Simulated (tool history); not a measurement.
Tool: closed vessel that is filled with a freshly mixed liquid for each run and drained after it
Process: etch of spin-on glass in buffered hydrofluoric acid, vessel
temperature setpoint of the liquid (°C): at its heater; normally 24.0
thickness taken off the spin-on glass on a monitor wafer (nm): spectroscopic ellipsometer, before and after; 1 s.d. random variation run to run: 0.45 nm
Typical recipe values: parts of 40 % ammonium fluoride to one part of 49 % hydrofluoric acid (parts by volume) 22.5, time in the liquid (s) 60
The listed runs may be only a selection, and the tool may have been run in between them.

| run | hour | temperature setpoint of the liquid (°C) | parts of 40 % ammonium fluoride to one part of 49 % hydrofluoric acid (parts by volume) | time in the liquid (s) | read-back film thickness of the spin-on glass reference wafer, read on the same gauge (nm) | thickness taken off the spin-on glass on a monitor wafer (nm) |
|---|---|---|---|---|---|---|
| 1 | 0.0 | 24.0 | 22.5 | 60 | 39.99 | 51.56 |
| 2 | 11.7 | 24.0 | 22.5 | 60 | 39.98 | 51.52 |
| 3 | 17.8 | 24.0 | 22.5 | 60 | 40.00 | 51.79 |
| 4 | 32.4 | 24.0 | 22.5 | 60 | 40.01 | 51.29 |
| 5 | 47.6 | 24.0 | 22.5 | 60 | 40.03 | 51.84 |
|  | 55.7 | hydrofluoric acid flow meter replaced |
| 6 | 58.1 | 24.0 | 22.5 | 60 | 39.98 | 52.11 |
|  | 59.7 | gauge calibrated |
| 7 | 75.1 | 24.0 | 22.5 | 60 | 40.00 | 52.01 |
| 8 | 90.4 | 24.0 | 22.5 | 45 | 40.03 | 38.45 |
| 9 | 96.8 | 28.0 | 27.0 | 45 | 39.98 | 42.13 |
| 10 | 106.2 | 24.0 | 22.5 | 60 | 39.99 | 52.14 |
|  | 107.3 | thermometer replaced |
| 11 | 122.4 | 19.0 | 26.0 | 35 | 39.98 | 20.63 |
| 12 | 136.9 | 20.0 | 18.0 | 75 | 40.01 | 62.19 |
| 13 | 152.0 | 24.0 | 22.5 | 60 | 40.00 | 50.91 |
| 14 | 165.6 | 20.5 | 19.5 | 80 | 40.01 | 63.20 |

4 ways to go on from here, each from the tool as it stands after run 14. What would each give?
| A | 166.3 | 24.0 | 22.5 | 60 | ? | ? |
| B | 166.3 | 28.0 | 30.0 | 60 | ? | ? |
| C | 166.3 | 19.0 | 22.5 | 85 | ? | ? |
| D | 166.3 | 27.0 | 28.0 | 30 | ? | ? |

| run | read-back film thickness of the spin-on glass reference wafer, read on the same gauge (nm) | thickness taken off the spin-on glass on a monitor wafer (nm) |
|---|---|---|
| A | 39.99 | 51.37 |
| B | 39.99 | 52.40 |
| C | 39.99 | 55.09 |
| D | 39.99 | 26.02 |
Without the tool's unlogged condition, the same runs would have read:
| run | thickness taken off the spin-on glass on a monitor wafer (nm) |
|---|---|
| A | 51.37 |
| B | 52.40 |
| C | 55.09 |
| D | 26.02 |

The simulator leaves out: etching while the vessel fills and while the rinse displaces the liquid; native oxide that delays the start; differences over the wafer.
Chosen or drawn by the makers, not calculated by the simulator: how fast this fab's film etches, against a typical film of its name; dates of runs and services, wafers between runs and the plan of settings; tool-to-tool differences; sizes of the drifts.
